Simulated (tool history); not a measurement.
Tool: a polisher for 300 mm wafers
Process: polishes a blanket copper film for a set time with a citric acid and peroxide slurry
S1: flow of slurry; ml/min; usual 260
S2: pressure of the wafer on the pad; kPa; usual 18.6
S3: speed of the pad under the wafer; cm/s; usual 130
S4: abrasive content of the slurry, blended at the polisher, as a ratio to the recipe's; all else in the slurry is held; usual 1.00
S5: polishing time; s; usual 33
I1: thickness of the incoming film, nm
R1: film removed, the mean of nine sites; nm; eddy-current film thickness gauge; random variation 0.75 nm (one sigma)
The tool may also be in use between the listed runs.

run     day   S1    S2   S3    S4  S5      I1     R1
  1   0.000  260  18.6  130  1.00  33  1112.7   87.2
  2   3.100  260  20.0  130  1.00  33  1143.2   89.8
  3   7.267  260  18.6  130  1.20  33  1129.1   84.7
      9.146  -- slurry nozzle cleaned
  4   9.217  260  18.6  130  1.20  33  1134.8   82.7
     11.296  -- slurry blender recalibrated
  5  11.629  260  18.6  130  1.00  33  1126.8   87.7
     12.533  -- head pressure recalibrated
     13.354  -- worn pad replaced by a new one
  6  17.675  260  18.6  130  1.00  33  1129.8   86.3
  7  21.483  260  18.6  130  1.00  33  1115.4   85.4
  8  25.529  260  18.6  130  1.00  33  1132.3   84.6
     25.992  -- slurry nozzle cleaned
     28.325  -- slurry blender recalibrated
  9  28.421  260  18.6  130  1.00  33  1153.9   89.5
     28.854  -- head pressure recalibrated
 10  30.912  260  18.6  130  1.00  33  1118.5   86.9
     31.200  -- worn pad replaced by a new one
 11  32.508  260  18.6  130  1.00  33  1139.6   86.5
 12  36.771  260  18.6  130  1.00  33  1133.2   87.0
 13  40.267  260  18.6  130  1.00  33  1131.8   85.3
 14  43.538  260  18.6  130  1.00  33  1132.9   83.4
     44.767  -- slurry nozzle cleaned
 15  45.100  260  18.6   92  1.00  33  1125.6   64.2
     47.308  -- slurry blender recalibrated
     47.512  -- head pressure recalibrated
     48.167  -- worn pad replaced by a new one
 16  48.850  260  14.5   84  1.00  33  1147.6   56.2
 17  52.217  215  18.6   96  1.00  33  1116.1   70.3
 18  56.425  260  15.9  148  0.80  43  1136.8  105.7
 19  58.525  260  18.6  130  1.00  33  1125.2   85.6
     61.562  -- slurry nozzle cleaned
 20  62.638  260  21.4  160  0.85  33  1122.4  103.8
     65.950  -- slurry blender recalibrated
 21  65.971  260  18.6  130  1.00  33  1115.6   88.3
     66.346  -- head pressure recalibrated
     67.217  -- worn pad replaced by a new one
 22  70.400  260  18.6  130  1.00  33  1130.2   88.7
 23  74.625  260  18.6  130  1.00  45  1143.5  117.1
 24  76.604  230  13.1  118  1.25  33  1136.3   65.2
     77.008  -- slurry nozzle cleaned
 25  78.325  260  18.6   92  1.00  33  1150.2   67.0
 26  81.483  260  18.6  162  1.00  33  1154.2   96.4
     82.900  -- worn pad replaced by a new one
     83.062  -- slurry blender recalibrated
     83.483  -- head pressure recalibrated
 27  84.996  260  18.6  130  1.00  33  1120.8   88.4
 28  87.262  260  18.6  146  1.00  33  1112.3   96.4

3 ways to go on from here, each from the tool as it stands after run 28. What would each give?
  A  87.279  260  18.6  130  1.00  33  1137.8   ?
  B  87.279  260  18.6  130  0.85  33  1137.8   ?
  C  87.279  260  23.4  152  1.00  33  1137.8   ?

run     R1
  A   86.9
  B   84.3
  C  115.1
Without the tool's hidden state the same runs would have given:
run     R1
  A   87.9
  B   85.3
  C  116.4
